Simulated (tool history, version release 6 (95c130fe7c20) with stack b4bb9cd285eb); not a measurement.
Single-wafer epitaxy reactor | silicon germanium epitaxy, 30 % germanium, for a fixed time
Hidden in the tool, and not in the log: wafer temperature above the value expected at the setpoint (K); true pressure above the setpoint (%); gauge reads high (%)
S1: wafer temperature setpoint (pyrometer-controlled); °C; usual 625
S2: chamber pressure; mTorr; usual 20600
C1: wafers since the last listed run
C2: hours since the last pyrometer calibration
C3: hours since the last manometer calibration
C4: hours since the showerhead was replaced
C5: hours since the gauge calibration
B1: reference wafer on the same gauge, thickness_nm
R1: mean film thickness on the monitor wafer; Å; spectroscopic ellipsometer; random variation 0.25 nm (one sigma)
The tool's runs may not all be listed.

run   hour   S1     S2   C1      C2      C3      C4     C5       B1       R1
  1      0  625  20600    0  1814.5  2986.9  5164.9  192.1  112.092    958.2
  2      8  625  20600  107  1822.5  2994.9  5172.9  200.1  112.041   958.47
  3     24  637  20600  215  1838.5  3010.9  5188.9  216.1  112.128  1209.35
  4   35.8  637  20600  159  1850.3  3022.7  5200.7  227.9  112.139  1208.98
  5   43.9  637  20600  109  1858.4  3030.8  5208.8    236  112.089  1211.36
  6   60.3  614  20600  221  1874.8  3047.2  5225.2  252.4  112.143   773.53
  7   68.8  614  20600  114  1883.3  3055.7  5233.7  260.9  112.088   776.62
  8   82.8  625  20600  188  1897.3  3069.7  5247.7  274.9  112.137   962.67
      97.3  -- pyrometer calibrated
  9   97.8  625  20600   94     0.5  3084.7  5262.7  289.9  112.053   962.21
 10  107.2  619  17200  126     9.9  3094.1  5272.1  299.3  112.055   763.16
 11  115.2  625  20600  107    17.9  3102.1  5280.1  307.3  112.073   959.89
     120.4  -- gauge calibrated
 12    127  625  20600  159    29.7  3113.9  5291.9    6.6  112.105   958.21
     140.9  -- capacitance manometer re-zeroed and calibrated
 13  142.8  625  20600  105    45.5     1.9  5307.7   22.4  112.133   963.35
 14  158.6  630  18000  213    61.3    17.7  5323.5   38.2  112.103   974.31
 15  167.9  625  17900  125    70.6      27  5332.8   47.5  112.059   884.97
 16  177.7  625  23400  132    80.4    36.8  5342.6   57.3  112.153  1038.24
     195.5  -- showerhead replaced
 17    196  625  18100  138    98.7    55.1     0.5   75.6  112.132   891.73
 18  203.2  625  20600   97   105.9    62.3     7.7   82.8  112.115   956.36
 19  221.1  637  20600  241   123.8    80.2    25.6  100.7  112.075  1210.91
 20  227.5  625  20600   86   130.2    86.6      32  107.1  112.149   961.39
 21  242.1  611  20600  196   144.8   101.2    46.6  121.7  112.098   731.19
 22    252  635  24600  133   154.7   111.1    56.5  131.6   112.08   1285.1
 23  262.2  616  23200  137   164.9   121.3    66.7  141.8  112.094   863.29
 24  270.8  640  19200  115   173.5   129.9    75.3  150.4  112.172  1223.83
 25  288.1  636  24700  233   190.8   147.2    92.6  167.7  112.102  1318.11
 26    298  612  18000  133   200.7   157.1   102.5  177.6  112.109   689.07

Hidden state at the last listed run before each entry between runs and at the first one after, where it differs:
Between runs 8 and 9: pyrometer calibrated (hour 97.3)
  no hidden state differs between the two runs
Between runs 11 and 12: gauge calibrated (hour 120.4)
  no hidden state differs between the two runs
Between runs 12 and 13: capacitance manometer re-zeroed and calibrated (hour 140.9)
  no hidden state differs between the two runs
Between runs 16 and 17: showerhead replaced (hour 195.5)
  no hidden state differs between the two runs
